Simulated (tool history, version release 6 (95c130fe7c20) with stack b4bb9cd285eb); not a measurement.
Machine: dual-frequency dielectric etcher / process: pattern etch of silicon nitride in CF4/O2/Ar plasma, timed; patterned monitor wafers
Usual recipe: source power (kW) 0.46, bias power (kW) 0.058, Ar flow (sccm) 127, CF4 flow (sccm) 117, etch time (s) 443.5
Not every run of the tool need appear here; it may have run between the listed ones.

| run | day | source power (kW) | bias power (kW) | Ar flow (sccm) | CF4 flow (sccm) | etch time (s) | wafers since the last listed run | hours since the last wet clean | hours since the last source power generator calibration | hours since the last bias power generator calibration | hours since the last Ar flow controller change | hours since the last CF4 flow controller change | hours since the last upper electrode change | hours since the gauge calibration | read-back reference wafer on the same gauge, depth_nm | mean etch depth across the wafer (Å) |
|---|---|---|---|---|---|---|---|---|---|---|---|---|---|---|---|---|
| 1 | 0 | 0.46 | 0.058 | 127 | 117 | 443.5 | 0 | 142.5 | 2066.7 | 2541.3 | 5525.2 | 3180 | 3056 | 139.6 | 716.8 | 7892 |
| 2 | 1.067 | 0.46 | 0.058 | 127 | 117 | 443.5 | 75 | 168.1 | 2092.3 | 2566.9 | 5550.8 | 3205.6 | 3081.6 | 165.2 | 717.3 | 7909 |
| 3 | 1.825 | 0.46 | 0.058 | 127 | 117 | 443.5 | 53 | 186.3 | 2110.5 | 2585.1 | 5569 | 3223.8 | 3099.8 | 183.4 | 716.7 | 7870 |
| 4 | 2.508 | 0.46 | 0.058 | 127 | 117 | 443.5 | 48 | 202.7 | 2126.9 | 2601.5 | 5585.4 | 3240.2 | 3116.2 | 199.8 | 716.6 | 7922 |
| 5 | 3.896 | 0.46 | 0.058 | 127 | 117 | 443.5 | 98 | 236 | 2160.2 | 2634.8 | 5618.7 | 3273.5 | 3149.5 | 233.1 | 716.6 | 7967 |
|  | 4.854 | Ar flow controller replaced |
| 6 | 4.875 | 0.46 | 0.058 | 127 | 117 | 443.5 | 51 | 259.5 | 2183.7 | 2658.3 | 0.5 | 3297 | 3173 | 256.6 | 717.3 | 8018 |
| 7 | 5.692 | 0.46 | 0.058 | 127 | 117 | 443.5 | 57 | 279.1 | 2203.3 | 2677.9 | 20.1 | 3316.6 | 3192.6 | 276.2 | 716.6 | 7983 |
| 8 | 6.721 | 0.39 | 0.058 | 127 | 106 | 443.5 | 73 | 303.8 | 2228 | 2702.6 | 44.8 | 3341.3 | 3217.3 | 300.9 | 717.4 | 6898 |
|  | 7.925 | wet clean of the chamber |
| 9 | 8.167 | 0.46 | 0.058 | 96 | 107 | 443.5 | 31 | 5.8 | 2262.7 | 2737.3 | 79.5 | 3376 | 3252 | 335.6 | 717.6 | 7972 |
| 10 | 8.792 | 0.46 | 0.058 | 101 | 117 | 493.5 | 44 | 20.8 | 2277.7 | 2752.3 | 94.5 | 3391 | 3267 | 350.6 | 717.8 | 8929 |
| 11 | 9.517 | 0.46 | 0.058 | 127 | 133 | 443.5 | 51 | 38.2 | 2295.1 | 2769.7 | 111.9 | 3408.4 | 3284.4 | 368 | 717 | 7985 |
| 12 | 10.246 | 0.46 | 0.067 | 127 | 108 | 443.5 | 51 | 55.7 | 2312.6 | 2787.2 | 129.4 | 3425.9 | 3301.9 | 385.5 | 717.2 | 8275 |
|  | 10.612 | source power generator calibrated |
|  | 11.042 | CF4 flow controller replaced |
|  | 11.783 | upper electrode replaced |
| 13 | 11.804 | 0.46 | 0.058 | 127 | 117 | 443.5 | 28 | 93.1 | 28.6 | 2824.6 | 166.8 | 18.3 | 0.5 | 422.9 | 717 | 7921 |
| 14 | 11.821 | 0.51 | 0.065 | 127 | 99 | 443.5 | 1 | 93.5 | 29 | 2825 | 167.2 | 18.7 | 0.9 | 423.3 | 717.3 | 8781 |
| 15 | 12.604 | 0.46 | 0.058 | 127 | 117 | 443.5 | 55 | 112.3 | 47.8 | 2843.8 | 186 | 37.5 | 19.7 | 442.1 | 717.6 | 7935 |
| 16 | 13.733 | 0.46 | 0.065 | 127 | 117 | 443.5 | 80 | 139.4 | 74.9 | 2870.9 | 213.1 | 64.6 | 46.8 | 469.2 | 716.9 | 8224 |
|  | 14.092 | bias power generator calibrated |
| 17 | 14.738 | 0.46 | 0.058 | 127 | 117 | 443.5 | 59 | 163.5 | 99 | 15.5 | 237.2 | 88.7 | 70.9 | 493.3 | 716.7 | 8004 |
|  | 15.004 | gauge calibrated |
| 18 | 15.333 | 0.46 | 0.058 | 127 | 117 | 443.5 | 42 | 177.8 | 113.3 | 29.8 | 251.5 | 103 | 85.2 | 7.9 | 717.1 | 7953 |
| 19 | 16.129 | 0.46 | 0.058 | 127 | 117 | 443.5 | 56 | 196.9 | 132.4 | 48.9 | 270.6 | 122.1 | 104.3 | 27 | 717.2 | 7949 |
| 20 | 19.646 | 0.4 | 0.058 | 127 | 96 | 443.5 | 249 | 281.3 | 216.8 | 133.3 | 355 | 206.5 | 188.7 | 111.4 | 716.8 | 6958 |

Here are 5 independent what-if runs from the current tool condition. What would each one return?
| A | 19.667 | 0.46 | 0.058 | 127 | 117 | 443.5 | 1 | 281.8 | 217.3 | 133.8 | 355.5 | 207 | 189.2 | 111.9 | ? | ? |
| B | 19.667 | 0.41 | 0.058 | 127 | 117 | 443.5 | 1 | 281.8 | 217.3 | 133.8 | 355.5 | 207 | 189.2 | 111.9 | ? | ? |
| C | 19.667 | 0.36 | 0.058 | 127 | 117 | 541 | 1 | 281.8 | 217.3 | 133.8 | 355.5 | 207 | 189.2 | 111.9 | ? | ? |
| D | 19.667 | 0.46 | 0.058 | 143 | 117 | 365.5 | 1 | 281.8 | 217.3 | 133.8 | 355.5 | 207 | 189.2 | 111.9 | ? | ? |
| E | 19.667 | 0.46 | 0.053 | 127 | 117 | 443.5 | 1 | 281.8 | 217.3 | 133.8 | 355.5 | 207 | 189.2 | 111.9 | ? | ? |

| run | read-back reference wafer on the same gauge, depth_nm | mean etch depth across the wafer (Å) |
|---|---|---|
| A | 717.2 | 8090 |
| B | 717.2 | 7380 |
| C | 717.2 | 8124 |
| D | 717.2 | 6590 |
| E | 717.2 | 7795 |
Without the tool's hidden state the same runs would have given:
| run | mean etch depth across the wafer (Å) |
|---|---|
| A | 7798 |
| B | 7114 |
| C | 7831 |
| D | 6353 |
| E | 7514 |

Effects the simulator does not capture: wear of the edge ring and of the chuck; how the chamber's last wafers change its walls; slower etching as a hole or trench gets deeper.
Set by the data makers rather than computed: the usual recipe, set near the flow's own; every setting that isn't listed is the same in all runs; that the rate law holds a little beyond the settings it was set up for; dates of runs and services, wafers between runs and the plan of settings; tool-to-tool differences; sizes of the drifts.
